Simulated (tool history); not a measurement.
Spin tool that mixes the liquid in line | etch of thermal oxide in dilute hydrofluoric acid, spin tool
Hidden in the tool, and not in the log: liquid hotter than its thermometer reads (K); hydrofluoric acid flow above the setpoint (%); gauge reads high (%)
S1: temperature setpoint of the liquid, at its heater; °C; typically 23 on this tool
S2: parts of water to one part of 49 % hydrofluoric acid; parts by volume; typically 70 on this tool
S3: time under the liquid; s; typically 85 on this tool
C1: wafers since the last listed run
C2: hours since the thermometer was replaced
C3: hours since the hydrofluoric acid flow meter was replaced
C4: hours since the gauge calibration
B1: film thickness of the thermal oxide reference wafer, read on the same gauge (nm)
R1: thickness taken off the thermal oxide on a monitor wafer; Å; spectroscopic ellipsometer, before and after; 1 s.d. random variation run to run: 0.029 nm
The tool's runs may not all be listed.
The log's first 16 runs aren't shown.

{"run": 17, "hour": 824.4, "S1": 26, "S2": 70, "S3": 85, "C1": 966, "C2": 124.2, "C3": 1941.7, "C4": 741.6, "B1": 100.01, "R1": 66.1}
{"run": 18, "hour": 885.0, "S1": 23, "S2": 70, "S3": 85, "C1": 828, "C2": 184.8, "C3": 2002.3, "C4": 802.2, "B1": 99.99, "R1": 58.4}
{"run": 19, "hour": 914.6, "S1": 21, "S2": 70, "S3": 120, "C1": 404, "C2": 214.4, "C3": 2031.9, "C4": 831.8, "B1": 100, "R1": 76}
{"run": 20, "hour": 955.9, "S1": 25.5, "S2": 50, "S3": 105, "C1": 564, "C2": 255.7, "C3": 2073.2, "C4": 873.1, "B1": 99.98, "R1": 115.5}
{"run": 21, "hour": 1004.9, "S1": 18, "S2": 40, "S3": 115, "C1": 669, "C2": 304.7, "C3": 2122.2, "C4": 922.1, "B1": 99.99, "R1": 117.8}
{"hour": 1048.9, "done": "gauge calibrated"}
{"run": 22, "hour": 1056.2, "S1": 20, "S2": 90, "S3": 50, "C1": 701, "C2": 356, "C3": 2173.5, "C4": 7.3, "B1": 99.99, "R1": 23.3}
{"run": 23, "hour": 1111.5, "S1": 25.5, "S2": 70, "S3": 45, "C1": 755, "C2": 411.3, "C3": 2228.8, "C4": 62.6, "B1": 100.01, "R1": 34.5}
{"hour": 1141.5, "done": "hydrofluoric acid flow meter replaced"}
{"run": 24, "hour": 1182.8, "S1": 23, "S2": 70, "S3": 85, "C1": 960, "C2": 482.6, "C3": 41.3, "C4": 133.9, "B1": 99.98, "R1": 58.5}
{"run": 25, "hour": 1242.0, "S1": 23, "S2": 70, "S3": 85, "C1": 809, "C2": 541.8, "C3": 100.5, "C4": 193.1, "B1": 100, "R1": 60.1}
{"run": 26, "hour": 1286.0, "S1": 23, "S2": 70, "S3": 85, "C1": 601, "C2": 585.8, "C3": 144.5, "C4": 237.1, "B1": 100, "R1": 58.9}
{"run": 27, "hour": 1353.9, "S1": 23, "S2": 70, "S3": 85, "C1": 928, "C2": 653.7, "C3": 212.4, "C4": 305, "B1": 100.01, "R1": 60}
{"run": 28, "hour": 1410.4, "S1": 28, "S2": 70, "S3": 120, "C1": 772, "C2": 710.2, "C3": 268.9, "C4": 361.5, "B1": 100, "R1": 103.2}
{"run": 29, "hour": 1453.3, "S1": 20, "S2": 70, "S3": 85, "C1": 586, "C2": 753.1, "C3": 311.8, "C4": 404.4, "B1": 99.97, "R1": 53.1}
{"run": 30, "hour": 1522.0, "S1": 23, "S2": 70, "S3": 85, "C1": 939, "C2": 821.8, "C3": 380.5, "C4": 473.1, "B1": 99.97, "R1": 60.4}
{"run": 31, "hour": 1581.3, "S1": 27, "S2": 50, "S3": 115, "C1": 810, "C2": 881.1, "C3": 439.8, "C4": 532.4, "B1": 99.99, "R1": 138.7}
{"run": 32, "hour": 1633.6, "S1": 27.5, "S2": 95, "S3": 130, "C1": 714, "C2": 933.4, "C3": 492.1, "C4": 584.7, "B1": 99.98, "R1": 78.5}
{"run": 33, "hour": 1701.7, "S1": 23, "S2": 70, "S3": 85, "C1": 930, "C2": 1001.5, "C3": 560.2, "C4": 652.8, "B1": 100.03, "R1": 60.7}

Alternative continuations, all from the tool just after run 33; predict every row:
{"run": "A", "hour": 1702.1, "S1": 23, "S2": 70, "S3": 85, "C1": 5, "C2": 1001.9, "C3": 560.6, "C4": 653.2, "B1": "?", "R1": "?"}
{"run": "B", "hour": 1702.1, "S1": 19.5, "S2": 90, "S3": 110, "C1": 5, "C2": 1001.9, "C3": 560.6, "C4": 653.2, "B1": "?", "R1": "?"}
{"run": "C", "hour": 1702.1, "S1": 27.5, "S2": 50, "S3": 85, "C1": 5, "C2": 1001.9, "C3": 560.6, "C4": 653.2, "B1": "?", "R1": "?"}
{"run": "D", "hour": 1702.1, "S1": 18.5, "S2": 60, "S3": 110, "C1": 5, "C2": 1001.9, "C3": 560.6, "C4": 653.2, "B1": "?", "R1": "?"}
{"run": "E", "hour": 1702.1, "S1": 27, "S2": 70, "S3": 85, "C1": 5, "C2": 1001.9, "C3": 560.6, "C4": 653.2, "B1": "?", "R1": "?"}

run=A B1=99.99 R1=61
run=B B1=99.99 R1=52
run=C B1=99.99 R1=105.2
run=D B1=99.99 R1=77.4
run=E B1=99.99 R1=71.5
With no hidden state in the tool, these same runs would have given:
run=A R1=57.9
run=B R1=49.3
run=C R1=99.9
run=D R1=73.3
run=E R1=68

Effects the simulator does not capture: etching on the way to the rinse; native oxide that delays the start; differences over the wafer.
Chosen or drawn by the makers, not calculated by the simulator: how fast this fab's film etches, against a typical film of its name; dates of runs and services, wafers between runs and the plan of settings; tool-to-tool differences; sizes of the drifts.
